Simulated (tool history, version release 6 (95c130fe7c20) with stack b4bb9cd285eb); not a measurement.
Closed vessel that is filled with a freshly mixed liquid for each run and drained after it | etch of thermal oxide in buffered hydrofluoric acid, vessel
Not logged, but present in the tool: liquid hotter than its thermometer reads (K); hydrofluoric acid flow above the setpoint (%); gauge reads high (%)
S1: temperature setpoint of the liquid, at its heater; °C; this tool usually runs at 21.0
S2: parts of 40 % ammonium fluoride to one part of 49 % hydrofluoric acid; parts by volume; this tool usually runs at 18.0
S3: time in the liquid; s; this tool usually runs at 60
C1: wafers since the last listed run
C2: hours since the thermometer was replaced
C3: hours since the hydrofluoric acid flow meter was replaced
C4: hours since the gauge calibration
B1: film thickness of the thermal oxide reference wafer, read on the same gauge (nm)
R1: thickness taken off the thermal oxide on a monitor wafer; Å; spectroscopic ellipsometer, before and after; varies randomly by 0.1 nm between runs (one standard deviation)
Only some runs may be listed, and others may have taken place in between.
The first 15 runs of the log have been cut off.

run     day    S1    S2  S3    C1      C2     C3     C4     B1     R1
 16  14.896  21.0  18.0  60  2187  1955.9  285.2  338.7  90.59  327.4
 17  15.396  24.0  14.5  40   947  1967.9  297.2  350.7  90.62  317.8
 18  16.117  21.0  20.0  60  1366  1985.2  314.5  368.0  90.65  294.4
 19  16.954  22.5  13.5  70  1587  2005.3  334.6  388.1  90.73  551.0
 20  17.546  21.0  18.0  60  1121  2019.5  348.8  402.3  90.84  327.2
 21  18.567  21.0  16.0  60  1935  2044.0  373.3  426.8  90.92  367.4
 22  19.529  23.0  20.5  75  1824  2067.1  396.4  449.9  91.01  407.5
     19.617  -- thermometer replaced
 23  20.108  18.0  20.0  95  1018    11.8  410.3  463.8  91.05  394.3
 24  21.362  21.0  18.0  60  2377    41.9  440.4  493.9  91.21  328.0
 25  21.967  17.0  21.5  45  1145    56.4  454.9  508.4  91.29  169.0
 26  23.204  21.0  15.0  60  2345    86.1  484.6  538.1  91.44  392.2
 27  24.638  21.0  14.0  35  2717   120.5  519.0  572.5  91.60  245.8
 28  25.221  18.0  20.0  35  1105   134.5  533.0  586.5  91.67  146.5
 29  26.033  21.0  18.0  60  1540   154.0  552.5  606.0  91.82  333.4
 30  26.788  21.0  18.0  60  1429   172.1  570.6  624.1  91.87  331.1
 31  27.879  25.0  23.0  60  2069   198.3  596.8  650.3  92.08  338.1
 32  28.633  25.5  14.0  85  1429   216.4  614.9  668.4  92.16  772.1
 33  29.317  23.5  24.0  85  1295   232.8  631.3  684.8  92.30  431.4
     30.108  -- gauge calibrated
 34  30.358  21.0  18.0  70  1974   257.8  656.3    6.0  89.40  375.8

Alternative continuations, all from the tool just after run 34; predict every row:
  A  30.388  21.0  18.0  60  55  258.5  657.0  6.7   ?   ?
  B  30.388  18.5  11.5  40  55  258.5  657.0  6.7   ?   ?
  C  30.388  19.5  12.0  60  55  258.5  657.0  6.7   ?   ?

run     B1     R1
  A  89.37  321.9
  B  89.37  289.7
  C  89.37  441.0
Without the tool's hidden state the same runs would have given:
run     R1
  A  324.1
  B  291.6
  C  444.0
